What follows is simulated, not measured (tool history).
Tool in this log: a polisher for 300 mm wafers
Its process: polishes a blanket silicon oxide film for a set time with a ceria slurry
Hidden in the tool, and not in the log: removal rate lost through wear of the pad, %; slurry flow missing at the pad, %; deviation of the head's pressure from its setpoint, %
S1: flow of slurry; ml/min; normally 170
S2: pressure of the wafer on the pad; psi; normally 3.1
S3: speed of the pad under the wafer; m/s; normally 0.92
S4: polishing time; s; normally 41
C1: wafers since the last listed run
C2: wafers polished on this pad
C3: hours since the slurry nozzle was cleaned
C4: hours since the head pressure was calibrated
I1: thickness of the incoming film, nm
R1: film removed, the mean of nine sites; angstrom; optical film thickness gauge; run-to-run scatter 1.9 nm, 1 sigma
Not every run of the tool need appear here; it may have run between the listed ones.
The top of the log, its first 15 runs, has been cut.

run 16 hour=701 | S1=150 S2=3.1 S3=0.78 S4=34 | C1=582 C2=3605 C3=356.7 C4=380.9 | I1=1169.4 | R1=930
run 17 hour=772.5 | S1=190 S2=3.4 S3=1.2 S4=53 | C1=643 C2=4248 C3=428.2 C4=452.4 | I1=1184 | R1=2081
-- hour=798 worn pad replaced by a new one
run 18 hour=829.5 | S1=170 S2=3.1 S3=0.76 S4=41 | C1=476 C2=283 C3=485.2 C4=509.4 | I1=1195.7 | R1=1249
-- hour=837.5 slurry nozzle cleaned
run 19 hour=858.2 | S1=170 S2=3.1 S3=0.92 S4=47 | C1=249 C2=532 C3=20.7 C4=538.1 | I1=1151.3 | R1=1692
run 20 hour=909.4 | S1=140 S2=3.1 S3=1.18 S4=37 | C1=460 C2=992 C3=71.9 C4=589.3 | I1=1174.3 | R1=1478
run 21 hour=939 | S1=170 S2=3.1 S3=0.92 S4=41 | C1=266 C2=1259 C3=101.5 C4=618.9 | I1=1184.4 | R1=1411
run 22 hour=995.1 | S1=170 S2=3.9 S3=0.92 S4=41 | C1=504 C2=1763 C3=157.6 C4=675 | I1=1180.6 | R1=1668
run 23 hour=1044.5 | S1=170 S2=3.1 S3=0.92 S4=41 | C1=444 C2=2208 C3=207 C4=724.4 | I1=1163.7 | R1=1347
run 24 hour=1109.7 | S1=170 S2=2.5 S3=0.7 S4=41 | C1=586 C2=2794 C3=272.2 C4=789.6 | I1=1156.4 | R1=979
run 25 hour=1142.3 | S1=170 S2=2.3 S3=1.14 S4=41 | C1=293 C2=3087 C3=304.8 C4=822.2 | I1=1156 | R1=1225
run 26 hour=1200.3 | S1=170 S2=3.1 S3=0.92 S4=41 | C1=521 C2=3609 C3=362.8 C4=880.2 | I1=1178.7 | R1=1295
-- hour=1248.7 slurry nozzle cleaned
-- hour=1258.6 worn pad replaced by a new one
run 27 hour=1348.6 | S1=170 S2=3.1 S3=0.68 S4=41 | C1=1289 C2=809 C3=99.9 C4=1028.5 | I1=1170.1 | R1=1208
run 28 hour=1375.1 | S1=195 S2=2.5 S3=0.92 S4=41 | C1=238 C2=1047 C3=126.4 C4=1055 | I1=1189.9 | R1=1254
run 29 hour=1400.1 | S1=150 S2=3.1 S3=1.12 S4=41 | C1=224 C2=1272 C3=151.4 C4=1080 | I1=1176.8 | R1=1540
run 30 hour=1470.7 | S1=170 S2=2.6 S3=0.92 S4=41 | C1=635 C2=1907 C3=222 C4=1150.6 | I1=1165.7 | R1=1212
-- hour=1527.2 head pressure recalibrated
run 31 hour=1531.4 | S1=210 S2=4 S3=0.66 S4=37 | C1=528 C2=2435 C3=282.7 C4=4.2 | I1=1174.3 | R1=1286
run 32 hour=1594.7 | S1=170 S2=3.1 S3=0.92 S4=41 | C1=569 C2=3005 C3=346 C4=67.5 | I1=1185.2 | R1=1334
run 33 hour=1639.2 | S1=125 S2=3.1 S3=0.92 S4=51 | C1=400 C2=3405 C3=390.5 C4=112 | I1=1155 | R1=1513
run 34 hour=1700.6 | S1=205 S2=2.1 S3=0.64 S4=49 | C1=552 C2=3958 C3=451.9 C4=173.4 | I1=1174.1 | R1=977
-- hour=1708.1 worn pad replaced by a new one
run 35 hour=1740.9 | S1=170 S2=3.1 S3=0.62 S4=47 | C1=326 C2=295 C3=492.2 C4=213.7 | I1=1147.8 | R1=1348
-- hour=1745.2 slurry nozzle cleaned
run 36 hour=1774.4 | S1=135 S2=2 S3=1.18 S4=28 | C1=292 C2=587 C3=29.2 C4=247.2 | I1=1171.3 | R1=837
run 37 hour=1843.3 | S1=170 S2=4 S3=0.92 S4=47 | C1=619 C2=1207 C3=98.1 C4=316.1 | I1=1173.4 | R1=2021

Below are 4 alternative next runs, each starting from the tool's condition after run 37. Predict each:
run A hour=1843.7 | S1=170 S2=3.1 S3=0.92 S4=41 | C1=3 C2=1211 C3=98.5 C4=316.5 | I1=1173.3 | R1=?
run B hour=1843.7 | S1=190 S2=3.7 S3=0.92 S4=29 | C1=3 C2=1211 C3=98.5 C4=316.5 | I1=1173.3 | R1=?
run C hour=1843.7 | S1=190 S2=3.1 S3=0.92 S4=45 | C1=3 C2=1211 C3=98.5 C4=316.5 | I1=1173.3 | R1=?
run D hour=1843.7 | S1=170 S2=3.1 S3=0.64 S4=41 | C1=3 C2=1211 C3=98.5 C4=316.5 | I1=1173.3 | R1=?

run=A R1=1406
run=B R1=1160
run=C R1=1571
run=D R1=1149
With no hidden state in the tool, these same runs would have given:
run=A R1=1557
run=B R1=1284
run=C R1=1739
run=D R1=1273
